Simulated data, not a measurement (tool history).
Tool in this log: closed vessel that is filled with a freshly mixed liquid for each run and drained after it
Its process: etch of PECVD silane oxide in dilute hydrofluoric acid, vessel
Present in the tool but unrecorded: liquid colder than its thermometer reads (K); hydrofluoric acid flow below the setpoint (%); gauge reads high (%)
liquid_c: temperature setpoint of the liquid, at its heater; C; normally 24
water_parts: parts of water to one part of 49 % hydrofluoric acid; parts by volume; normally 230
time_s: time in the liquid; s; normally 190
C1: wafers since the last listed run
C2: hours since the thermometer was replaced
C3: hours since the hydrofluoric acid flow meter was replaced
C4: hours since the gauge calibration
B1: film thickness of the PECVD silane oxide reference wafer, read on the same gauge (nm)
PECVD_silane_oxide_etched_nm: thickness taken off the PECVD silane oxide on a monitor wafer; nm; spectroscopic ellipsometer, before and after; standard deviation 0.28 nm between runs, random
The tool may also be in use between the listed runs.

run 1 hour=0 | liquid_c=24 water_parts=230 time_s=250 | C1=0 C2=1103.6 C3=122.7 C4=257.2 | B1=40 | PECVD_silane_oxide_etched_nm=48.61
run 2 hour=56.9 | liquid_c=24 water_parts=230 time_s=250 | C1=4875 C2=1160.5 C3=179.6 C4=314.1 | B1=39.99 | PECVD_silane_oxide_etched_nm=48.4
run 3 hour=99.9 | liquid_c=24 water_parts=295 time_s=125 | C1=3684 C2=1203.5 C3=222.6 C4=357.1 | B1=40 | PECVD_silane_oxide_etched_nm=17.7
run 4 hour=202.8 | liquid_c=24 water_parts=295 time_s=125 | C1=8816 C2=1306.4 C3=325.5 C4=460 | B1=39.97 | PECVD_silane_oxide_etched_nm=17.43
run 5 hour=482 | liquid_c=24 water_parts=230 time_s=190 | C1=23921 C2=1585.6 C3=604.7 C4=739.2 | B1=40.02 | PECVD_silane_oxide_etched_nm=35.88
run 6 hour=529.3 | liquid_c=24 water_parts=230 time_s=190 | C1=4052 C2=1632.9 C3=652 C4=786.5 | B1=40 | PECVD_silane_oxide_etched_nm=35.3
-- hour=547.2 hydrofluoric acid flow meter replaced
run 7 hour=617.1 | liquid_c=24 water_parts=230 time_s=190 | C1=7436 C2=1720.7 C3=69.9 C4=874.3 | B1=40.02 | PECVD_silane_oxide_etched_nm=37.4
run 8 hour=852.4 | liquid_c=24 water_parts=230 time_s=190 | C1=20160 C2=1956 C3=305.2 C4=1109.6 | B1=40 | PECVD_silane_oxide_etched_nm=36.41
run 9 hour=943 | liquid_c=24 water_parts=230 time_s=190 | C1=7762 C2=2046.6 C3=395.8 C4=1200.2 | B1=40 | PECVD_silane_oxide_etched_nm=36.32
-- hour=983 thermometer replaced
run 10 hour=1021.3 | liquid_c=24 water_parts=230 time_s=190 | C1=6622 C2=38.3 C3=474.1 C4=1278.5 | B1=40.01 | PECVD_silane_oxide_etched_nm=36.23
run 11 hour=1070.3 | liquid_c=24 water_parts=230 time_s=190 | C1=4198 C2=87.3 C3=523.1 C4=1327.5 | B1=39.99 | PECVD_silane_oxide_etched_nm=36.12
-- hour=1118.5 gauge calibrated
-- hour=1123.3 hydrofluoric acid flow meter replaced
run 12 hour=1128.1 | liquid_c=24 water_parts=230 time_s=230 | C1=4866 C2=145.1 C3=4.8 C4=9.6 | B1=40.01 | PECVD_silane_oxide_etched_nm=45.27
run 13 hour=1203.1 | liquid_c=24 water_parts=230 time_s=230 | C1=6425 C2=220.1 C3=79.8 C4=84.6 | B1=39.98 | PECVD_silane_oxide_etched_nm=44.96
run 14 hour=1286.4 | liquid_c=24 water_parts=230 time_s=190 | C1=7137 C2=303.4 C3=163.1 C4=167.9 | B1=40.01 | PECVD_silane_oxide_etched_nm=36.83
run 15 hour=1388.7 | liquid_c=26.5 water_parts=230 time_s=105 | C1=8764 C2=405.7 C3=265.4 C4=270.2 | B1=40.01 | PECVD_silane_oxide_etched_nm=22.07
run 16 hour=1464.7 | liquid_c=22 water_parts=180 time_s=225 | C1=6511 C2=481.7 C3=341.4 C4=346.2 | B1=40 | PECVD_silane_oxide_etched_nm=54.4
run 17 hour=1536.4 | liquid_c=24 water_parts=230 time_s=140 | C1=6143 C2=553.4 C3=413.1 C4=417.9 | B1=40.02 | PECVD_silane_oxide_etched_nm=26.73
run 18 hour=1609.9 | liquid_c=24 water_parts=160 time_s=275 | C1=6297 C2=626.9 C3=486.6 C4=491.4 | B1=39.98 | PECVD_silane_oxide_etched_nm=80.74
-- hour=1756.5 hydrofluoric acid flow meter replaced
run 19 hour=1887.1 | liquid_c=24 water_parts=230 time_s=190 | C1=23664 C2=904.1 C3=130.6 C4=768.6 | B1=39.99 | PECVD_silane_oxide_etched_nm=36.83
run 20 hour=1944.5 | liquid_c=24 water_parts=340 time_s=235 | C1=4917 C2=961.5 C3=188 C4=826 | B1=40 | PECVD_silane_oxide_etched_nm=27.55
run 21 hour=1998.2 | liquid_c=28.5 water_parts=230 time_s=115 | C1=4600 C2=1015.2 C3=241.7 C4=879.7 | B1=40 | PECVD_silane_oxide_etched_nm=25.77
run 22 hour=2049.1 | liquid_c=27 water_parts=230 time_s=190 | C1=4361 C2=1066.1 C3=292.6 C4=930.6 | B1=40 | PECVD_silane_oxide_etched_nm=40.71
run 23 hour=2154.6 | liquid_c=24 water_parts=230 time_s=190 | C1=9039 C2=1171.6 C3=398.1 C4=1036.1 | B1=40 | PECVD_silane_oxide_etched_nm=35.96
run 24 hour=2196.6 | liquid_c=22 water_parts=275 time_s=235 | C1=3598 C2=1213.6 C3=440.1 C4=1078.1 | B1=40 | PECVD_silane_oxide_etched_nm=33.21
run 25 hour=2258.6 | liquid_c=24 water_parts=230 time_s=120 | C1=5312 C2=1275.6 C3=502.1 C4=1140.1 | B1=39.98 | PECVD_silane_oxide_etched_nm=22.89
run 26 hour=2299.6 | liquid_c=27 water_parts=135 time_s=190 | C1=3512 C2=1316.6 C3=543.1 C4=1181.1 | B1=39.99 | PECVD_silane_oxide_etched_nm=76.73
run 27 hour=2342.5 | liquid_c=24 water_parts=230 time_s=190 | C1=3675 C2=1359.5 C3=586 C4=1224 | B1=40 | PECVD_silane_oxide_etched_nm=36.37
-- hour=2373 hydrofluoric acid flow meter replaced
-- hour=2438.5 gauge calibrated
run 28 hour=2450.2 | liquid_c=25.5 water_parts=345 time_s=80 | C1=9141 C2=1467.2 C3=77.2 C4=11.7 | B1=39.99 | PECVD_silane_oxide_etched_nm=9.76
run 29 hour=2521.3 | liquid_c=26 water_parts=150 time_s=135 | C1=6091 C2=1538.3 C3=148.3 C4=82.8 | B1=39.99 | PECVD_silane_oxide_etched_nm=47.54

4 options for the next run, each taken on its own from the tool as it stands now. Forecast them:
run A hour=2522 | liquid_c=24 water_parts=315 time_s=190 | C1=59 C2=1539 C3=149 C4=83.5 | B1=? | PECVD_silane_oxide_etched_nm=?
run B hour=2522 | liquid_c=24 water_parts=290 time_s=190 | C1=59 C2=1539 C3=149 C4=83.5 | B1=? | PECVD_silane_oxide_etched_nm=?
run C hour=2522 | liquid_c=24 water_parts=340 time_s=280 | C1=59 C2=1539 C3=149 C4=83.5 | B1=? | PECVD_silane_oxide_etched_nm=?
run D hour=2522 | liquid_c=21.5 water_parts=305 time_s=265 | C1=59 C2=1539 C3=149 C4=83.5 | B1=? | PECVD_silane_oxide_etched_nm=?

run=A B1=40.01 PECVD_silane_oxide_etched_nm=24.84
run=B B1=40.01 PECVD_silane_oxide_etched_nm=27.65
run=C B1=40.01 PECVD_silane_oxide_etched_nm=33.11
run=D B1=40.01 PECVD_silane_oxide_etched_nm=33.09
Take away the tool's hidden state, keep each run's random variation, and the runs would have read:
run=A PECVD_silane_oxide_etched_nm=25.21
run=B PECVD_silane_oxide_etched_nm=28.06
run=C PECVD_silane_oxide_etched_nm=33.62
run=D PECVD_silane_oxide_etched_nm=33.59
